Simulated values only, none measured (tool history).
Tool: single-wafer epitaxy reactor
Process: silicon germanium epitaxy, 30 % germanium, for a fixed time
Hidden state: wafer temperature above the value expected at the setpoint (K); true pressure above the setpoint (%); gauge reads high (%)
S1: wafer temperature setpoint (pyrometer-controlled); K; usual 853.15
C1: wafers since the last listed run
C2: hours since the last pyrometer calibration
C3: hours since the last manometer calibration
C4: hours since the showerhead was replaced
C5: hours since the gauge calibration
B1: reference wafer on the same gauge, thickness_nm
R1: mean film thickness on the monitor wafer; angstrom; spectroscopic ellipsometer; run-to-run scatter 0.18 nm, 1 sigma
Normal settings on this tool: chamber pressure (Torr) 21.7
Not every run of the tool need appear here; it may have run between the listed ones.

{"run": 1, "hour": 0.0, "S1": 853.15, "chamber pressure (Torr)": 21.7, "C1": 0, "C2": 134.7, "C3": 1253.4, "C4": 6068.4, "C5": 412.3, "B1": 38.681, "R1": 424.03}
{"run": 2, "hour": 157.9, "S1": 853.15, "chamber pressure (Torr)": 24.4, "C1": 3047, "C2": 292.6, "C3": 1411.3, "C4": 6226.3, "C5": 570.2, "B1": 38.673, "R1": 440.82}
{"run": 3, "hour": 399.4, "S1": 849.15, "chamber pressure (Torr)": 21.7, "C1": 4661, "C2": 534.1, "C3": 1652.8, "C4": 6467.8, "C5": 811.7, "B1": 38.72, "R1": 396.86}
{"run": 4, "hour": 446.0, "S1": 849.15, "chamber pressure (Torr)": 21.7, "C1": 899, "C2": 580.7, "C3": 1699.4, "C4": 6514.4, "C5": 858.3, "B1": 38.697, "R1": 394.19}
{"run": 5, "hour": 540.3, "S1": 849.15, "chamber pressure (Torr)": 21.7, "C1": 1820, "C2": 675.0, "C3": 1793.7, "C4": 6608.7, "C5": 952.6, "B1": 38.725, "R1": 397.36}
{"run": 6, "hour": 586.4, "S1": 853.15, "chamber pressure (Torr)": 19.3, "C1": 889, "C2": 721.1, "C3": 1839.8, "C4": 6654.8, "C5": 998.7, "B1": 38.722, "R1": 402.05}
{"hour": 682.5, "done": "showerhead replaced"}
{"run": 7, "hour": 683.0, "S1": 853.15, "chamber pressure (Torr)": 19.3, "C1": 1710, "C2": 817.7, "C3": 1936.4, "C4": 0.5, "C5": 1095.3, "B1": 38.705, "R1": 406.63}
{"run": 8, "hour": 779.9, "S1": 853.15, "chamber pressure (Torr)": 21.7, "C1": 1870, "C2": 914.6, "C3": 2033.3, "C4": 97.4, "C5": 1192.2, "B1": 38.649, "R1": 427.15}
{"run": 9, "hour": 826.6, "S1": 853.15, "chamber pressure (Torr)": 21.7, "C1": 901, "C2": 961.3, "C3": 2080.0, "C4": 144.1, "C5": 1238.9, "B1": 38.668, "R1": 427.85}
{"run": 10, "hour": 927.0, "S1": 853.15, "chamber pressure (Torr)": 21.7, "C1": 1937, "C2": 1061.7, "C3": 2180.4, "C4": 244.5, "C5": 1339.3, "B1": 38.698, "R1": 426.12}
{"run": 11, "hour": 963.3, "S1": 853.15, "chamber pressure (Torr)": 21.7, "C1": 700, "C2": 1098.0, "C3": 2216.7, "C4": 280.8, "C5": 1375.6, "B1": 38.689, "R1": 427.4}
{"run": 12, "hour": 1046.8, "S1": 853.15, "chamber pressure (Torr)": 21.7, "C1": 1611, "C2": 1181.5, "C3": 2300.2, "C4": 364.3, "C5": 1459.1, "B1": 38.704, "R1": 430.72}
{"run": 13, "hour": 1126.3, "S1": 853.15, "chamber pressure (Torr)": 23.1, "C1": 1534, "C2": 1261.0, "C3": 2379.7, "C4": 443.8, "C5": 1538.6, "B1": 38.714, "R1": 442.12}
{"hour": 1138.5, "done": "gauge calibrated"}
{"run": 14, "hour": 1181.0, "S1": 853.15, "chamber pressure (Torr)": 21.7, "C1": 1055, "C2": 1315.7, "C3": 2434.4, "C4": 498.5, "C5": 42.5, "B1": 38.709, "R1": 431.69}
{"run": 15, "hour": 1270.6, "S1": 859.15, "chamber pressure (Torr)": 18.0, "C1": 1729, "C2": 1405.3, "C3": 2524.0, "C4": 588.1, "C5": 132.1, "B1": 38.712, "R1": 449.06}
{"run": 16, "hour": 1328.2, "S1": 841.15, "chamber pressure (Torr)": 19.9, "C1": 1111, "C2": 1462.9, "C3": 2581.6, "C4": 645.7, "C5": 189.7, "B1": 38.715, "R1": 335.83}
{"hour": 1406.4, "done": "capacitance manometer re-zeroed and calibrated"}
{"run": 17, "hour": 1406.9, "S1": 849.15, "chamber pressure (Torr)": 21.7, "C1": 1364, "C2": 1541.6, "C3": 0.5, "C4": 724.4, "C5": 268.4, "B1": 38.702, "R1": 383.29}
{"run": 18, "hour": 1441.0, "S1": 853.15, "chamber pressure (Torr)": 16.7, "C1": 658, "C2": 1575.7, "C3": 34.6, "C4": 758.5, "C5": 302.5, "B1": 38.699, "R1": 373.38}
{"run": 19, "hour": 1483.8, "S1": 853.15, "chamber pressure (Torr)": 21.7, "C1": 826, "C2": 1618.5, "C3": 77.4, "C4": 801.3, "C5": 345.3, "B1": 38.716, "R1": 417.27}
{"hour": 1508.0, "done": "pyrometer calibrated"}
{"run": 20, "hour": 1570.0, "S1": 853.15, "chamber pressure (Torr)": 21.7, "C1": 1509, "C2": 62.0, "C3": 163.6, "C4": 887.5, "C5": 431.5, "B1": 38.705, "R1": 417.01}
{"run": 21, "hour": 1652.6, "S1": 845.15, "chamber pressure (Torr)": 25.4, "C1": 1594, "C2": 144.6, "C3": 246.2, "C4": 970.1, "C5": 514.1, "B1": 38.691, "R1": 381.87}
{"run": 22, "hour": 1725.7, "S1": 858.15, "chamber pressure (Torr)": 16.6, "C1": 1410, "C2": 217.7, "C3": 319.3, "C4": 1043.2, "C5": 587.2, "B1": 38.716, "R1": 407.49}
{"run": 23, "hour": 1826.5, "S1": 859.15, "chamber pressure (Torr)": 26.6, "C1": 1945, "C2": 318.5, "C3": 420.1, "C4": 1144.0, "C5": 688.0, "B1": 38.708, "R1": 508.52}
{"run": 24, "hour": 1869.4, "S1": 853.15, "chamber pressure (Torr)": 21.7, "C1": 828, "C2": 361.4, "C3": 463.0, "C4": 1186.9, "C5": 730.9, "B1": 38.706, "R1": 415.51}
{"run": 25, "hour": 1947.0, "S1": 846.15, "chamber pressure (Torr)": 17.8, "C1": 1497, "C2": 439.0, "C3": 540.6, "C4": 1264.5, "C5": 808.5, "B1": 38.681, "R1": 336.07}
{"run": 26, "hour": 2022.8, "S1": 853.15, "chamber pressure (Torr)": 17.5, "C1": 1463, "C2": 514.8, "C3": 616.4, "C4": 1340.3, "C5": 884.3, "B1": 38.711, "R1": 379.73}

Each row is a separate what-if for the run after 26, all from the same tool condition, not one after another. Results?
{"run": "A", "hour": 2023.2, "S1": 868.15, "chamber pressure (Torr)": 21.7, "C1": 7, "C2": 515.2, "C3": 616.8, "C4": 1340.7, "C5": 884.7, "B1": "?", "R1": "?"}
{"run": "B", "hour": 2023.2, "S1": 865.15, "chamber pressure (Torr)": 17.9, "C1": 7, "C2": 515.2, "C3": 616.8, "C4": 1340.7, "C5": 884.7, "B1": "?", "R1": "?"}
{"run": "C", "hour": 2023.2, "S1": 867.15, "chamber pressure (Torr)": 26.3, "C1": 7, "C2": 515.2, "C3": 616.8, "C4": 1340.7, "C5": 884.7, "B1": "?", "R1": "?"}
{"run": "D", "hour": 2023.2, "S1": 840.15, "chamber pressure (Torr)": 18.4, "C1": 7, "C2": 515.2, "C3": 616.8, "C4": 1340.7, "C5": 884.7, "B1": "?", "R1": "?"}

run=A B1=38.705 R1=550.06
run=B B1=38.705 R1=480.80
run=C B1=38.705 R1=584.88
run=D B1=38.705 R1=304.54
Without the tool's unlogged condition, the same runs would have read:
run=A R1=551.10
run=B R1=481.72
run=C R1=585.99
run=D R1=305.12
